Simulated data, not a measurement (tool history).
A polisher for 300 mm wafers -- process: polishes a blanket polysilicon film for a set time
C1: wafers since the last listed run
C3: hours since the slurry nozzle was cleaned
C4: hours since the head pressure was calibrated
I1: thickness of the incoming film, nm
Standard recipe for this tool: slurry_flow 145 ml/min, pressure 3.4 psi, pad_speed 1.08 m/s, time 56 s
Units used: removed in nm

Run 1, hour 0: usual settings; C1 0; wafers polished on this pad 375; C3 443.9; C4 1034.9; I1 1726.5. Result: removed 700.8 nm.
Run 2, hour 16.4: usual settings; C1 206; wafers polished on this pad 582; C3 460.3; C4 1051.3; I1 1740. Result: removed 680 nm.
Run 3, hour 33.3: usual settings; C1 212; wafers polished on this pad 795; C3 477.2; C4 1068.2; I1 1717. Result: removed 669.6 nm.
At hour 38.4: worn pad replaced by a new one.
Run 4, hour 47.3: usual settings; C1 125; wafers polished on this pad 112; C3 491.2; C4 1082.2; I1 1727.6. Result: removed 713 nm.
Run 5, hour 63.8: usual settings; C1 207; wafers polished on this pad 320; C3 507.7; C4 1098.7; I1 1745.9. Result: removed 701.3 nm.
Run 6, hour 71.8: usual settings but time 65 s; C1 100; wafers polished on this pad 420; C3 515.7; C4 1106.7; I1 1755.2. Result: removed 791.1 nm.
Run 7, hour 82.3: usual settings; C1 132; wafers polished on this pad 553; C3 526.2; C4 1117.2; I1 1747.4. Result: removed 674 nm.
Run 8, hour 94.3: usual settings; C1 151; wafers polished on this pad 704; C3 538.2; C4 1129.2; I1 1731. Result: removed 665.6 nm.
At hour 103.1: worn pad replaced by a new one.
Run 9, hour 110.4: usual settings; C1 152; wafers polished on this pad 91; C3 554.3; C4 1145.3; I1 1733.1. Result: removed 722 nm.
Run 10, hour 123.4: usual settings; C1 163; wafers polished on this pad 255; C3 567.3; C4 1158.3; I1 1745.3. Result: removed 706.5 nm.
Run 11, hour 139: usual settings; C1 196; wafers polished on this pad 451; C3 582.9; C4 1173.9; I1 1745.9. Result: removed 690.2 nm.
Run 12, hour 145.4: usual settings; C1 80; wafers polished on this pad 531; C3 589.3; C4 1180.3; I1 1709. Result: removed 683.2 nm.

Run 13 is up next; what results do you expect?
Run 13, hour 155.4: usual settings; C1 125; wafers polished on this pad 657; C3 599.3; C4 1190.3; I1 1721.9. Result: removed ?.

Run 13 yielded removed 677.5 nm.
If the tool had no hidden condition, the same run with the same run-to-run variation would have returned removed 738.9 nm.
